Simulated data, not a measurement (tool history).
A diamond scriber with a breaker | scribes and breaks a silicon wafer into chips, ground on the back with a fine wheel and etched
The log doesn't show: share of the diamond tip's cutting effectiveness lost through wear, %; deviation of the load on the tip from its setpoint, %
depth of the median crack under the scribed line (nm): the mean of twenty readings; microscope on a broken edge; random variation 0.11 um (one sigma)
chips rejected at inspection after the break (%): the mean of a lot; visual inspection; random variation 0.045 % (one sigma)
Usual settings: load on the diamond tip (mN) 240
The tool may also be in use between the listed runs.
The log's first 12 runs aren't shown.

run     day  load on the diamond tip (mN)  wafers since the last listed run  hours since the diamond tip was replaced  hours since the load on the tip was calibrated  incoming depth of the damage left on the back of the incoming wafer, um  depth of the median crack under the scribed line (nm)  chips rejected at inspection after the break (%)
 13  13.033                           240                                50                                    1143.9                                            48.7                                                                     0.76                                                   9610                                              3.85
 14  13.654                           240                                28                                    1158.8                                            63.6                                                                     0.66                                                   9770                                               3.9
 15  14.575                           240                                42                                    1180.9                                            85.7                                                                     0.75                                                   9780                                               3.2
 16  15.854                           175                                59                                    1211.6                                           116.4                                                                     0.31                                                   7450                                             24.43
 17  17.162                           299                                60                                      1243                                           147.8                                                                     0.51                                                  11470                                              0.95
 18  18.638                           240                                68                                    1278.4                                           183.2                                                                     0.41                                                   9530                                              3.88
     19.471  -- diamond tip replaced by a new one
 19  19.492                           196                                35                                       0.5                                           203.7                                                                     0.42                                                   9370                                              5.23
 20  20.325                           219                                38                                      20.5                                           223.7                                                                     0.36                                                  10250                                              1.47
 21  21.054                           240                                33                                        38                                           241.2                                                                     0.74                                                  11190                                              0.72
 22  21.733                           193                                31                                      54.3                                           257.5                                                                     0.49                                                   9200                                              5.46
 23  25.067                           203                               154                                     134.3                                           337.5                                                                     0.78                                                   9850                                              3.44
 24  25.775                           295                                32                                     151.3                                           354.5                                                                     0.63                                                  12980                                              6.81
 25  27.062                           263                                59                                     182.2                                           385.4                                                                     0.36                                                  11920                                              2.44
 26  28.321                           240                                58                                     212.4                                           415.6                                                                     0.36                                                  11360                                              0.83
 27  29.796                           212                                68                                     247.8                                             451                                                                      0.4                                                  10260                                              1.52
 28  30.729                           182                                43                                     270.2                                           473.4                                                                     0.54                                                   9130                                               8.3
 29  31.454                           286                                33                                     287.6                                           490.8                                                                     0.37                                                  13000                                              5.83
 30  32.812                           192                                63                                     320.2                                           523.4                                                                     0.48                                                   9530                                              5.03

5 ways to go on from here, each from the tool as it stands after run 30. What would each give?
  A  32.842                           240                                 1                                     320.9                                           524.1                                                                     0.57                                                      ?                                                 ?
  B  32.842                           300                                 1                                     320.9                                           524.1                                                                     0.57                                                      ?                                                 ?
  C  32.842                           169                                 1                                     320.9                                           524.1                                                                     0.57                                                      ?                                                 ?
  D  32.842                           311                                 1                                     320.9                                           524.1                                                                     0.57                                                      ?                                                 ?
  E  32.842                           301                                 1                                     320.9                                           524.1                                                                     0.57                                                      ?                                                 ?

run  depth of the median crack under the scribed line (nm)  chips rejected at inspection after the break (%)
  A                                                  11480                                              0.85
  B                                                  13640                                               8.6
  C                                                   8640                                             12.89
  D                                                  14010                                             10.77
  E                                                  13670                                              8.79
Without the tool's hidden state the same runs would have given:
run  depth of the median crack under the scribed line (nm)  chips rejected at inspection after the break (%)
  A                                                  11140                                              0.66
  B                                                  13220                                              6.43
  C                                                   8380                                              15.8
  D                                                  13590                                              8.33
  E                                                  13260                                               6.6

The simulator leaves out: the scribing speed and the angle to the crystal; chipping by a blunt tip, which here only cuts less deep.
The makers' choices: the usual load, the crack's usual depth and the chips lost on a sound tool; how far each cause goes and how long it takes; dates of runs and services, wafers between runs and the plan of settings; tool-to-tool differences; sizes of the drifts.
